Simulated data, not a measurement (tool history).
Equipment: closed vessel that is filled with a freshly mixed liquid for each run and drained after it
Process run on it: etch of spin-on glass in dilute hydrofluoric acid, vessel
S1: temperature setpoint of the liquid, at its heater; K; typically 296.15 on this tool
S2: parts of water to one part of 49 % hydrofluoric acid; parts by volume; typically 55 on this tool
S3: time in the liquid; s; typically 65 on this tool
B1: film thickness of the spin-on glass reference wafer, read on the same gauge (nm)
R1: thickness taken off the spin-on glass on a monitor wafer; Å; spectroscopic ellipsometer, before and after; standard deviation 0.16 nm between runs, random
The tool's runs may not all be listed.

run	day	S1	S2	S3	B1	R1
1	0	296.15	40	65	40.02	349.6
2	3.071	297.65	55	65	40.02	267.5
3	12.346	297.65	55	65	40.01	264.7
4	16.604	297.65	55	65	40.01	265.9
5	18.804	296.15	55	65	40.02	251.4
6	23.296	296.15	55	65	40	250.8
7	26.504	296.15	55	65	40.02	248.3
8	30.496	296.15	55	65	40.01	246.1
9	32.988	296.15	55	65	40	250.4
10	34.521	296.15	55	65	40	251.3
11	36.717	296.15	55	65	40.02	251.3
12	39.217	296.15	55	65	39.99	246.6
13	43.1	296.15	55	65	40.01	247.3
14	45.062	296.15	45	95	39.99	449.5
15	47.792	296.15	45	95	40	450.9
# day 48.333: thermometer replaced
16	52.058	296.15	55	65	39.99	264.4
17	53.696	291.15	40	90	40	411.3
18	59.079	300.15	75	35	39.98	117.1
19	61.725	293.65	45	85	39.98	388.8
# day 64.508: gauge calibrated
20	66.079	298.65	45	105	40.01	582.5
21	67.767	296.15	65	65	39.98	220.9
22	71.417	291.65	25	30	40.01	229
23	74.946	300.65	55	95	39.99	459.8
24	76.738	296.15	75	65	39.99	187.5
25	80.688	296.15	55	80	40	320.1
# day 82.183: hydrofluoric acid flow meter replaced
26	85.117	291.15	30	65	40	376.9
27	87.567	299.15	40	100	40	608.9
28	90.025	291.15	30	65	40	376.4
29	92.979	296.15	55	65	40	249.8
30	95.371	300.65	55	65	40	300.9
31	98.262	296.15	55	65	40.01	248.4
32	102.442	296.15	40	65	39.98	342.7
33	104.362	296.15	55	65	40	245.4
34	105.938	296.15	55	65	39.98	247.3
35	108.912	296.15	30	30	39.99	213.9

Forecast each of these 3 alternatives for the next run:
A	108.942	296.15	55	65	?	?
B	108.942	296.15	55	90	?	?
C	108.942	299.65	45	85	?	?

run	B1	R1
A	40.02	248.7
B	40.02	344.4
C	40.02	465.3
The same runs, with their run-to-run variation unchanged, on a tool lacking any hidden condition would have given:
run	R1
A	255.9
B	354.3
C	478.4
